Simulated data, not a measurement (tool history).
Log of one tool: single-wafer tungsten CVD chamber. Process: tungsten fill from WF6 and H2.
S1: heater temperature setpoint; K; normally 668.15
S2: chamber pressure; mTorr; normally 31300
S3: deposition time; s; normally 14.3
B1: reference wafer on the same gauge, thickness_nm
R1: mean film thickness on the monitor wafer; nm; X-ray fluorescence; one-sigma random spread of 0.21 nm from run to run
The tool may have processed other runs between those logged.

{"run": 1, "day": 0.0, "S1": 668.15, "S2": 31300, "S3": 14.3, "B1": 39.92, "R1": 36.877}
{"run": 2, "day": 0.746, "S1": 668.15, "S2": 31300, "S3": 14.3, "B1": 39.868, "R1": 37.252}
{"run": 3, "day": 1.021, "S1": 668.15, "S2": 31300, "S3": 14.3, "B1": 39.925, "R1": 36.585}
{"run": 4, "day": 1.3, "S1": 668.15, "S2": 31300, "S3": 14.3, "B1": 39.868, "R1": 36.962}
{"run": 5, "day": 1.979, "S1": 668.15, "S2": 31300, "S3": 14.3, "B1": 39.891, "R1": 36.894}
{"run": 6, "day": 2.333, "S1": 668.15, "S2": 31300, "S3": 14.3, "B1": 39.842, "R1": 37.163}
{"run": 7, "day": 2.879, "S1": 668.15, "S2": 31300, "S3": 16.1, "B1": 39.893, "R1": 41.859}
{"run": 8, "day": 3.608, "S1": 668.15, "S2": 31300, "S3": 14.3, "B1": 39.886, "R1": 36.933}
{"run": 9, "day": 4.179, "S1": 668.15, "S2": 33400, "S3": 14.3, "B1": 39.882, "R1": 37.641}
{"run": 10, "day": 4.779, "S1": 668.15, "S2": 31300, "S3": 14.3, "B1": 39.899, "R1": 36.893}
{"run": 11, "day": 5.325, "S1": 668.15, "S2": 31300, "S3": 14.3, "B1": 39.886, "R1": 36.692}
{"run": 12, "day": 5.658, "S1": 668.15, "S2": 31300, "S3": 14.3, "B1": 39.926, "R1": 36.886}
{"day": 6.05, "done": "capacitance manometer re-zeroed and calibrated"}
{"day": 7.2, "done": "showerhead replaced"}
{"run": 13, "day": 7.35, "S1": 668.15, "S2": 31300, "S3": 14.3, "B1": 39.906, "R1": 37.165}
{"run": 14, "day": 7.983, "S1": 668.15, "S2": 31300, "S3": 14.3, "B1": 39.87, "R1": 37.248}
{"run": 15, "day": 8.379, "S1": 668.15, "S2": 34900, "S3": 14.3, "B1": 39.92, "R1": 38.524}
{"run": 16, "day": 9.083, "S1": 668.15, "S2": 31300, "S3": 12.6, "B1": 39.962, "R1": 32.934}
{"day": 9.704, "done": "thermocouple changed; heater temperature recalibrated"}
{"run": 17, "day": 9.725, "S1": 673.15, "S2": 36400, "S3": 13.1, "B1": 39.905, "R1": 38.581}
{"run": 18, "day": 10.062, "S1": 674.15, "S2": 27900, "S3": 14.3, "B1": 39.842, "R1": 38.94}
{"run": 19, "day": 10.683, "S1": 672.15, "S2": 29000, "S3": 16.2, "B1": 39.907, "R1": 43.534}
{"run": 20, "day": 11.142, "S1": 674.15, "S2": 36500, "S3": 15.2, "B1": 39.929, "R1": 45.972}
{"run": 21, "day": 11.658, "S1": 668.15, "S2": 24800, "S3": 14.3, "B1": 39.917, "R1": 33.797}
{"run": 22, "day": 12.375, "S1": 668.15, "S2": 31300, "S3": 14.3, "B1": 39.875, "R1": 37.41}
{"run": 23, "day": 12.912, "S1": 668.15, "S2": 28700, "S3": 14.3, "B1": 39.893, "R1": 35.746}
{"day": 13.046, "done": "gauge calibrated"}
{"run": 24, "day": 13.562, "S1": 668.15, "S2": 31300, "S3": 16.6, "B1": 39.907, "R1": 42.924}
{"run": 25, "day": 13.833, "S1": 668.15, "S2": 31300, "S3": 14.3, "B1": 39.918, "R1": 36.84}
{"run": 26, "day": 14.204, "S1": 668.15, "S2": 31300, "S3": 14.3, "B1": 39.93, "R1": 36.986}

Run 27 is up next; what results do you expect?
{"run": 27, "day": 14.562, "S1": 668.15, "S2": 24100, "S3": 11.8, "B1": "?", "R1": "?"}

B1: 39.929
R1: 27.883 nm
Were there no unlogged condition in the tool, this run, its random variation unchanged, would have produced R1 27.883 nm.
